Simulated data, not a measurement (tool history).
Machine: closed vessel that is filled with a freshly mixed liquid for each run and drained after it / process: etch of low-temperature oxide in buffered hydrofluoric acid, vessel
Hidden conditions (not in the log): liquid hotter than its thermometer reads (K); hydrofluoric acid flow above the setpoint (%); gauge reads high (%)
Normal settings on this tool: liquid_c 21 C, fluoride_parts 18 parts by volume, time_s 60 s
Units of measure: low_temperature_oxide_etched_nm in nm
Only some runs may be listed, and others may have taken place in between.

run   hour  liquid_c  fluoride_parts  time_s  wafers since the last listed run  hours since the thermometer was replaced  hours since the hydrofluoric acid flow meter was replaced  hours since the gauge calibration  read-back film thickness of the low-temperature oxide reference wafer, read on the same gauge (nm)  low_temperature_oxide_etched_nm
  1      0        21              18      60                                 0                                    1539.5                                                     2246.3                                472                                                                                              129.99                            81.83
  2   65.2        21              18      60                              5613                                    1604.7                                                     2311.5                              537.2                                                                                              129.97                            82.57
  3  131.9        21              18      60                              5742                                    1671.4                                                     2378.2                              603.9                                                                                              129.98                            82.19
  4  164.1        21              21      65                              2772                                    1703.6                                                     2410.4                              636.1                                                                                              130.02                            77.83
  5  196.9        21              18      60                              2823                                    1736.4                                                     2443.2                              668.9                                                                                                 130                            83.86
  6  261.2        21              18      60                              5535                                    1800.7                                                     2507.5                              733.2                                                                                              129.99                            82.99
     353.2  -- gauge calibrated
  7  376.5        21              18      60                              9926                                      1916                                                     2622.8                               23.3                                                                                              129.96                            84.27
     405.2  -- hydrofluoric acid flow meter replaced
  8  405.7        21              18      40                              2427                                    1945.2                                                        0.5                               52.5                                                                                                 130                            55.61
  9  434.7        21              18      60                              2496                                    1974.2                                                       29.5                               81.5                                                                                                 130                            84.08
 10  472.2        21              18      60                              3228                                    2011.7                                                         67                                119                                                                                              130.01                            84.99
 11    512        21              18      60                              3426                                    2051.5                                                      106.8                              158.8                                                                                                 130                            83.94
 12  658.6        23              18      50                             12621                                    2198.1                                                      253.4                              305.4                                                                                                 130                            78.67
     714.6  -- thermometer replaced
 13  720.4        24            15.5      90                              5234                                       5.8                                                      315.2                              367.2                                                                                                 130                           153.55
 14    776        17              18      40                              4786                                      61.4                                                      370.8                              422.8                                                                                              130.02                            40.47
 15  818.6      24.5              18      60                              3667                                       104                                                      413.4                              465.4                                                                                              130.02                            91.95
 16  901.9        21              18      85                              7171                                     187.3                                                      496.7                              548.7                                                                                              129.99                           107.12

For some of the steps in low_temperature_oxide_etched_nm from one run to the next: how much would appear even if the tool had no hidden state, given the settings, what came in and random variation, and how much remains for the hidden state plus any gauge scatter that the measured result and the result without hidden state don't share?
Run 12 -> 13: liquid_c 23 -> 24, fluoride_parts 18 -> 15.5, time_s 50 -> 90, thermometer replaced. low_temperature_oxide_etched_nm +74.88 nm: hidden state -7.06, all else +81.94.
Run 13 -> 14: liquid_c 24 -> 17, fluoride_parts 15.5 -> 18, time_s 90 -> 40. low_temperature_oxide_etched_nm -113.08 nm: hidden state -1.69, all else -111.39.
